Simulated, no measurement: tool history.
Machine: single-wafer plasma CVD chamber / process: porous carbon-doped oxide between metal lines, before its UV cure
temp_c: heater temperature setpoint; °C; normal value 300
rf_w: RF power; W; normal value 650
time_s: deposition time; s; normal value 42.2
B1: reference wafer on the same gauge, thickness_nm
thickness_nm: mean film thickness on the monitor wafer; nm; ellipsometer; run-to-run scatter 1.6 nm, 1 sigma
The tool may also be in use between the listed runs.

run 1 hour=0 | temp_c=300 rf_w=650 time_s=42.2 | B1=270.114 | thickness_nm=278.145
run 2 hour=44.3 | temp_c=300 rf_w=650 time_s=37.6 | B1=269.709 | thickness_nm=245.494
run 3 hour=113.5 | temp_c=300 rf_w=650 time_s=37.6 | B1=270.082 | thickness_nm=249.511
run 4 hour=182.3 | temp_c=300 rf_w=550 time_s=42.2 | B1=270.203 | thickness_nm=257.298
run 5 hour=211.6 | temp_c=300 rf_w=550 time_s=42.2 | B1=270.573 | thickness_nm=254.604
run 6 hour=269.3 | temp_c=309 rf_w=650 time_s=42.2 | B1=270.055 | thickness_nm=265.808
run 7 hour=313.9 | temp_c=309 rf_w=650 time_s=42.2 | B1=269.857 | thickness_nm=264.67
run 8 hour=349.5 | temp_c=309 rf_w=650 time_s=42.2 | B1=270.575 | thickness_nm=263.861
run 9 hour=401.7 | temp_c=300 rf_w=650 time_s=42.2 | B1=270.244 | thickness_nm=277.218
run 10 hour=452.6 | temp_c=300 rf_w=650 time_s=42.2 | B1=270.481 | thickness_nm=277.656
run 11 hour=492.1 | temp_c=300 rf_w=650 time_s=42.2 | B1=270.502 | thickness_nm=274.882
run 12 hour=551.8 | temp_c=293 rf_w=650 time_s=42.2 | B1=271.036 | thickness_nm=284.748
run 13 hour=764.4 | temp_c=293 rf_w=650 time_s=42.2 | B1=270.291 | thickness_nm=286.759
run 14 hour=794.9 | temp_c=293 rf_w=650 time_s=42.2 | B1=270.327 | thickness_nm=285.691
run 15 hour=850.2 | temp_c=300 rf_w=650 time_s=38.8 | B1=269.96 | thickness_nm=253.999
run 16 hour=922.1 | temp_c=305 rf_w=600 time_s=42.2 | B1=270.231 | thickness_nm=260.225
run 17 hour=949.5 | temp_c=307 rf_w=710 time_s=37.6 | B1=269.877 | thickness_nm=248.657
run 18 hour=997.8 | temp_c=300 rf_w=650 time_s=42.2 | B1=269.822 | thickness_nm=276.611
run 19 hour=1040.4 | temp_c=300 rf_w=650 time_s=46.8 | B1=270.309 | thickness_nm=307.49
run 20 hour=1104 | temp_c=300 rf_w=650 time_s=42.2 | B1=269.475 | thickness_nm=278.636
run 21 hour=1152.7 | temp_c=293 rf_w=565 time_s=42.2 | B1=270.304 | thickness_nm=269.398
run 22 hour=1224.7 | temp_c=289 rf_w=650 time_s=42.2 | B1=269.53 | thickness_nm=290.137
run 23 hour=1288 | temp_c=300 rf_w=650 time_s=42.2 | B1=270.168 | thickness_nm=275.839
run 24 hour=1337.3 | temp_c=306 rf_w=750 time_s=47.1 | B1=270.357 | thickness_nm=323.54
run 25 hour=1403.4 | temp_c=300 rf_w=650 time_s=37.6 | B1=269.985 | thickness_nm=246.533
run 26 hour=1459.3 | temp_c=300 rf_w=750 time_s=42.2 | B1=269.694 | thickness_nm=295.866
run 27 hour=1511.6 | temp_c=293 rf_w=650 time_s=42.2 | B1=270.306 | thickness_nm=284.854
run 28 hour=1555.8 | temp_c=310 rf_w=650 time_s=42.2 | B1=270.159 | thickness_nm=263.561
run 29 hour=1586.1 | temp_c=300 rf_w=555 time_s=45.8 | B1=270.245 | thickness_nm=275.245

Taken out of this log: 4 entries between the listed runs. Where each belongs, and how the hidden state differs across it:
Logged between run 12 and run 13: showerhead replaced (hour 688.2)
  both runs share identical hidden conditions
Logged between run 13 and run 14: gauge calibrated (hour 776.5)
  both runs share identical hidden conditions
Logged between run 14 and run 15: thermocouple changed; heater temperature recalibrated (hour 803.2)
  both runs share identical hidden conditions
Logged between run 20 and run 21: RF generator calibrated (hour 1151.6)
  both runs share identical hidden conditions
